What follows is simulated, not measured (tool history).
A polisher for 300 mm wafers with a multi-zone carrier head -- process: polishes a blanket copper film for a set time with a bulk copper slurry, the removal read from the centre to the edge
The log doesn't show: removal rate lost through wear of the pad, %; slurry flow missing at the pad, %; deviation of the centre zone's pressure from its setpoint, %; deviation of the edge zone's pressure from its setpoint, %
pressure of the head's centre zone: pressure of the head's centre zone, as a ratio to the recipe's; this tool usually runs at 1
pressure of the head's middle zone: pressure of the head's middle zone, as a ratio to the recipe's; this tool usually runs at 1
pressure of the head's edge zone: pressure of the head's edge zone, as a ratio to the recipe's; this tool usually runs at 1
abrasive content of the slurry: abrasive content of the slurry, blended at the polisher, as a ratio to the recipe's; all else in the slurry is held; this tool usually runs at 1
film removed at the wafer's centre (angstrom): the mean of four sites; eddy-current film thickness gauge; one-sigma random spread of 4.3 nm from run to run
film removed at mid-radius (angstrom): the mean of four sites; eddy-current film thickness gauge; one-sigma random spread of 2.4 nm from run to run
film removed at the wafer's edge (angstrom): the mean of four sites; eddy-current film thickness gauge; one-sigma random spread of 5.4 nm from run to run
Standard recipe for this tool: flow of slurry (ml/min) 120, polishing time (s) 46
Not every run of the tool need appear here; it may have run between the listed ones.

run,day,flow of slurry (ml/min),pressure of the head's centre zone,pressure of the head's middle zone,pressure of the head's edge zone,abrasive content of the slurry,polishing time (s),wafers since the last listed run,wafers polished on this pad,hours since the slurry nozzle was cleaned,hours since the centre zone pressure was calibrated,hours since the edge zone pressure was calibrated,hours since the carrier head's membrane was replaced,"incoming thickness of the incoming film, nm",film removed at the wafer's centre (angstrom),film removed at mid-radius (angstrom),film removed at the wafer's edge (angstrom)
1,0,120,1,1.04,1,1,46,0,1167,86.2,360,357.2,934.9,4431.6,3275,3375,3326
2,2.967,120,1,1.04,1,1,46,1030,2197,157.4,431.2,428.4,1006.1,4504.3,3200,3171,3183
3,6.617,120,1,1,1,1,46,1267,3464,245,518.8,516,1093.7,4454.9,2907,2869,3069
# day 6.846: slurry nozzle cleaned
# day 7.929: worn pad replaced by a new one
4,8.221,120,1,1,1,1,46,484,101,33,557.3,554.5,1132.2,4443.4,3474,3465,3584
# day 10.15: centre zone pressure recalibrated
5,12.188,120,1,1,1,1,46,1348,1450,128.2,48.9,649.7,1227.4,4412.8,3231,3143,3264
6,16.179,120,1,1,1,1,46,1385,2836,224,144.7,745.5,1323.2,4450.5,3006,2979,3102
# day 18.092: slurry nozzle cleaned
7,19.079,140,1,1,1,1,46,992,3828,23.7,214.3,815.1,1392.8,4457,3333,3261,3283
# day 19.317: worn pad replaced by a new one
8,23.3,120,1,1,1,0.75,46,1407,1383,125,315.6,916.4,1494.1,4448.1,3009,3040,3098
9,24.917,120,1,1,1,1,46,561,1944,163.8,354.4,955.2,1532.9,4423.4,3072,3018,3200
# day 29.25: slurry nozzle cleaned
10,29.662,85,0.92,1.09,1,1,35,1633,3577,9.9,468.3,1069.1,1646.8,4388.6,1973,2275,2270

For run 11, what comes out?
# day 30.892: centre zone pressure recalibrated
11,31.288,120,1,1,0.9,1,32,535,4113,48.9,9.5,1108.1,1685.8,4466.9,?,?,?

Run 11 came out at film removed at the wafer's centre (angstrom) 2199, film removed at mid-radius (angstrom) 2168, film removed at the wafer's edge (angstrom) 2111.
Had the tool carried no hidden state, the very same run would have given film removed at the wafer's centre (angstrom) 2517, film removed at mid-radius (angstrom) 2478, film removed at the wafer's edge (angstrom) 2406.

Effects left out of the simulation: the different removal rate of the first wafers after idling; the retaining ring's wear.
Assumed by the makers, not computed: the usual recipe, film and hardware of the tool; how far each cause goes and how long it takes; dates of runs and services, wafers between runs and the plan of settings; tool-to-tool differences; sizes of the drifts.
